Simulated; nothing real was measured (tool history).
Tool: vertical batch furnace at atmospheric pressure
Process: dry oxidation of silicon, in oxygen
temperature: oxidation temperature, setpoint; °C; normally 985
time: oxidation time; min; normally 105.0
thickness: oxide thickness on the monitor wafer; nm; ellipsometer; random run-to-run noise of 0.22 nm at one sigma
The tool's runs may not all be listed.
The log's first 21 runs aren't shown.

run,hour,temperature,time,wafers since the last listed run,hours since the last temperature calibration,hours since the boat lift was adjusted,hours since the gauge calibration,"read-back reference wafer on the same gauge, thickness",thickness
22,1150.9,997,134.5,290,229.8,510.5,131.9,66.42,74.80
23,1183.6,985,105.0,292,262.5,543.2,164.6,66.45,56.34
24,1215.2,971,145.5,282,294.1,574.8,196.2,66.45,63.57
25,1263.4,996,64.5,431,342.3,623.0,244.4,66.55,44.98
26,1436.4,985,105.0,1548,515.3,796.0,417.4,66.51,56.54
27,1478.7,1004,126.0,378,557.6,838.3,459.7,66.45,76.79
28,1526.6,976,118.5,428,605.5,886.2,507.6,66.52,56.73
29,1568.1,985,105.0,371,647.0,927.7,549.1,66.53,56.26
30,1603.1,985,122.5,313,682.0,962.7,584.1,66.45,62.71
31,1672.8,995,105.0,623,751.7,1032.4,653.8,66.60,62.25

Consider 3 possible next runs. They are alternatives, not a sequence: every one starts from the tool as it was left by run 31. What does each give?
A,1678.5,985,105.0,51,757.4,1038.1,659.5,?,?
B,1678.5,968,134.0,51,757.4,1038.1,659.5,?,?
C,1678.5,961,154.5,51,757.4,1038.1,659.5,?,?

run,"read-back reference wafer on the same gauge, thickness",thickness
A,66.55,56.24
B,66.55,58.38
C,66.55,61.15
The same runs, with their run-to-run variation unchanged, on a tool lacking any hidden condition would have given:
run,thickness
A,56.24
B,58.38
C,61.15

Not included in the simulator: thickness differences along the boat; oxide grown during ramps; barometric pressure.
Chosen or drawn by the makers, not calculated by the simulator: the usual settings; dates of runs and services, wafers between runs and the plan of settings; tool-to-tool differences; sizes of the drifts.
